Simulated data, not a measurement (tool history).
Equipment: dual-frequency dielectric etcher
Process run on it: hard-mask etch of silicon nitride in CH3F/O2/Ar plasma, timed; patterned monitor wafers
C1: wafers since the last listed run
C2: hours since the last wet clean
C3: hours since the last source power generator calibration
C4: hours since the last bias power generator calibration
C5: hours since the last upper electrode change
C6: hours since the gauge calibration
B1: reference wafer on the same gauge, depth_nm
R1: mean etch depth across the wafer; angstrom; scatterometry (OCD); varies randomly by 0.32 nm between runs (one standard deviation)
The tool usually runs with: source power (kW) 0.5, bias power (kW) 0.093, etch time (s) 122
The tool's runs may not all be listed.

run 1 hour=0 | source_power_(kW)=0.5 bias_power_(kW)=0.093 etch_time_(s)=122 | C1=0 C2=96.4 C3=2558.3 C4=3315.3 C5=2636.2 C6=381.5 | B1=86.1 | R1=994
run 2 hour=39.5 | source_power_(kW)=0.5 bias_power_(kW)=0.093 etch_time_(s)=122 | C1=372 C2=135.9 C3=2597.8 C4=3354.8 C5=2675.7 C6=421 | B1=86.1 | R1=992
run 3 hour=114.4 | source_power_(kW)=0.5 bias_power_(kW)=0.093 etch_time_(s)=122 | C1=706 C2=210.8 C3=2672.7 C4=3429.7 C5=2750.6 C6=495.9 | B1=86.3 | R1=998
run 4 hour=159.3 | source_power_(kW)=0.5 bias_power_(kW)=0.093 etch_time_(s)=122 | C1=423 C2=255.7 C3=2717.6 C4=3474.6 C5=2795.5 C6=540.8 | B1=86.3 | R1=997
run 5 hour=197.6 | source_power_(kW)=0.58 bias_power_(kW)=0.093 etch_time_(s)=122 | C1=361 C2=294 C3=2755.9 C4=3512.9 C5=2833.8 C6=579.1 | B1=86.4 | R1=1044
run 6 hour=287.9 | source_power_(kW)=0.58 bias_power_(kW)=0.093 etch_time_(s)=122 | C1=851 C2=384.3 C3=2846.2 C4=3603.2 C5=2924.1 C6=669.4 | B1=86.5 | R1=1044
run 7 hour=353.7 | source_power_(kW)=0.5 bias_power_(kW)=0.093 etch_time_(s)=122 | C1=620 C2=450.1 C3=2912 C4=3669 C5=2989.9 C6=735.2 | B1=86.6 | R1=1004
run 8 hour=428.3 | source_power_(kW)=0.5 bias_power_(kW)=0.093 etch_time_(s)=122 | C1=703 C2=524.7 C3=2986.6 C4=3743.6 C5=3064.5 C6=809.8 | B1=86.6 | R1=999
run 9 hour=477.1 | source_power_(kW)=0.5 bias_power_(kW)=0.093 etch_time_(s)=122 | C1=460 C2=573.5 C3=3035.4 C4=3792.4 C5=3113.3 C6=858.6 | B1=86.7 | R1=1010
-- hour=513.9 wet clean of the chamber
run 10 hour=581.5 | source_power_(kW)=0.56 bias_power_(kW)=0.1 etch_time_(s)=147.5 | C1=758 C2=67.6 C3=3139.8 C4=3896.8 C5=3217.7 C6=963 | B1=86.9 | R1=1284
-- hour=637.2 gauge calibrated
run 11 hour=780.9 | source_power_(kW)=0.5 bias_power_(kW)=0.111 etch_time_(s)=133 | C1=1880 C2=267 C3=3339.2 C4=4096.2 C5=3417.1 C6=143.7 | B1=85.6 | R1=1132
-- hour=811.4 source power generator calibrated
run 12 hour=825.9 | source_power_(kW)=0.5 bias_power_(kW)=0.111 etch_time_(s)=133 | C1=386 C2=312 C3=14.5 C4=4141.2 C5=3462.1 C6=188.7 | B1=85.7 | R1=1135
-- hour=838.3 bias power generator calibrated
-- hour=890.7 upper electrode replaced
run 13 hour=930.6 | source_power_(kW)=0.5 bias_power_(kW)=0.093 etch_time_(s)=137.5 | C1=723 C2=416.7 C3=119.2 C4=92.3 C5=39.9 C6=293.4 | B1=85.8 | R1=1117
run 14 hour=1000.7 | source_power_(kW)=0.5 bias_power_(kW)=0.114 etch_time_(s)=122 | C1=661 C2=486.8 C3=189.3 C4=162.4 C5=110 C6=363.5 | B1=85.9 | R1=1051
run 15 hour=1048.9 | source_power_(kW)=0.42 bias_power_(kW)=0.093 etch_time_(s)=122 | C1=454 C2=535 C3=237.5 C4=210.6 C5=158.2 C6=411.7 | B1=86 | R1=941
-- hour=1115.6 wet clean of the chamber
run 16 hour=1116.1 | source_power_(kW)=0.39 bias_power_(kW)=0.093 etch_time_(s)=122 | C1=407 C2=0.5 C3=304.7 C4=277.8 C5=225.4 C6=478.9 | B1=86.1 | R1=921
run 17 hour=1204.4 | source_power_(kW)=0.57 bias_power_(kW)=0.071 etch_time_(s)=122 | C1=832 C2=88.8 C3=393 C4=366.1 C5=313.7 C6=567.2 | B1=86.2 | R1=967
run 18 hour=1255.8 | source_power_(kW)=0.53 bias_power_(kW)=0.077 etch_time_(s)=140.5 | C1=484 C2=140.2 C3=444.4 C4=417.5 C5=365.1 C6=618.6 | B1=86.2 | R1=1107
run 19 hour=1292.2 | source_power_(kW)=0.5 bias_power_(kW)=0.093 etch_time_(s)=122 | C1=343 C2=176.6 C3=480.8 C4=453.9 C5=401.5 C6=655 | B1=86.3 | R1=998

Hidden state or all else? Some run-to-run changes of R1, split into what the settings, what came in and random variation would give without the hidden state, and what is left for the hidden state (with any gauge scatter that isn't in both results):
The tool's hidden condition here consists of: etch rate over this chamber's usual, %; source power that arrives over what is set, %; bias power that arrives over what is set, %; gauge reads high (%).
Run 9 -> 10: source power (kW) 0.5 -> 0.56, bias power (kW) 0.093 -> 0.1, etch time (s) 122 -> 147.5, wet clean of the chamber. R1 +274 angstrom: hidden state +5, all else +269.
Run 10 -> 11: source power (kW) 0.56 -> 0.5, bias power (kW) 0.1 -> 0.111, etch time (s) 147.5 -> 133, gauge calibrated. R1 -152 angstrom: hidden state -19, all else -133.
